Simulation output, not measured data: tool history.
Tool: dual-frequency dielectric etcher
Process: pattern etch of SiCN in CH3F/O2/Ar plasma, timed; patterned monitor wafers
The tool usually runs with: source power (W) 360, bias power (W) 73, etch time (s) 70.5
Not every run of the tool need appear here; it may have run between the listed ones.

run	day	source power (W)	bias power (W)	etch time (s)	wafers since the last listed run	hours since the last wet clean	hours since the last source power generator calibration	hours since the last bias power generator calibration	hours since the last upper electrode change	hours since the gauge calibration	read-back reference wafer on the same gauge, depth_nm	mean etch depth across the wafer (Å)
1	0.000	360	73	82.0	0	262.5	2272.0	3155.3	5780.4	434.7	26.70	303.1
2	0.729	290	73	70.5	182	280.0	2289.5	3172.8	5797.9	452.2	26.70	241.8
3	1.233	290	73	70.5	126	292.1	2301.6	3184.9	5810.0	464.3	26.71	241.9
4	1.554	360	73	70.5	80	299.8	2309.3	3192.6	5817.7	472.0	26.70	261.6
5	2.046	300	63	70.5	123	311.6	2321.1	3204.4	5829.5	483.8	26.70	231.3
6	2.312	390	73	70.5	66	318.0	2327.5	3210.8	5835.9	490.2	26.69	268.9
7	2.650	390	73	70.5	84	326.1	2335.6	3218.9	5844.0	498.3	26.70	268.6
8	3.079	360	73	70.5	107	336.4	2345.9	3229.2	5854.3	508.6	26.72	260.9
9	3.508	360	73	70.5	107	346.7	2356.2	3239.5	5864.6	518.9	26.71	261.1
10	4.129	360	73	70.5	155	361.6	2371.1	3254.4	5879.5	533.8	26.70	261.2
11	4.429	360	73	70.5	75	368.8	2378.3	3261.6	5886.7	541.0	26.70	261.5
# day 4.904: gauge calibrated
12	5.046	360	73	70.5	154	383.6	2393.1	3276.4	5901.5	3.4	26.69	261.5
# day 6.233: source power generator calibrated
# day 6.333: upper electrode replaced
13	6.354	330	78	52.5	260	415.0	2.9	3307.8	0.5	34.8	26.70	194.2
14	6.371	440	62	62.5	4	415.4	3.3	3308.2	0.9	35.2	26.70	233.8
15	6.521	420	90	60.5	37	419.0	6.9	3311.8	4.5	38.8	26.72	258.4
16	7.079	440	80	70.5	139	432.4	20.3	3325.2	17.9	52.2	26.70	292.7
17	7.354	420	66	70.5	68	439.0	26.9	3331.8	24.5	58.8	26.70	265.9
# day 8.088: bias power generator calibrated
# day 8.896: wet clean of the chamber
18	8.917	440	73	54.5	147	0.5	64.4	19.9	62.0	96.3	26.70	214.9
19	9.325	360	73	70.5	102	10.3	74.2	29.7	71.8	106.1	26.71	258.9
20	9.725	440	61	70.5	100	19.9	83.8	39.3	81.4	115.7	26.70	259.6
21	10.246	360	73	70.5	130	32.4	96.3	51.8	93.9	128.2	26.70	259.0
22	10.650	360	90	79.5	101	42.1	106.0	61.5	103.6	137.9	26.70	318.3
23	11.212	360	83	70.5	141	55.6	119.5	75.0	117.1	151.4	26.69	273.2
24	11.525	360	73	54.5	78	63.1	127.0	82.5	124.6	158.9	26.70	200.7
25	12.025	420	73	55.5	125	75.1	139.0	94.5	136.6	170.9	26.70	216.1
26	12.683	360	73	70.5	165	90.9	154.8	110.3	152.4	186.7	26.71	259.8
27	13.258	390	64	70.5	144	104.7	168.6	124.1	166.2	200.5	26.70	253.8
28	13.746	360	85	83.5	122	116.4	180.3	135.8	177.9	212.2	26.70	326.6
29	14.058	360	67	83.5	78	123.9	187.8	143.3	185.4	219.7	26.69	297.2
30	14.604	400	62	76.5	136	137.0	200.9	156.4	198.5	232.8	26.71	274.4
31	15.012	360	73	70.5	102	146.8	210.7	166.2	208.3	242.6	26.71	260.6

3 options for the next run, each taken on its own from the tool as it stands now. Forecast them:
A	15.029	430	73	70.5	4	147.2	211.1	166.6	208.7	243.0	?	?
B	15.029	310	61	70.5	4	147.2	211.1	166.6	208.7	243.0	?	?
C	15.029	360	86	51.5	4	147.2	211.1	166.6	208.7	243.0	?	?

run	read-back reference wafer on the same gauge, depth_nm	mean etch depth across the wafer (Å)
A	26.71	277.2
B	26.71	229.4
C	26.71	203.2
With the hidden condition removed and each run's random variation left untouched, the same runs would have given:
run	mean etch depth across the wafer (Å)
A	275.2
B	227.8
C	201.7
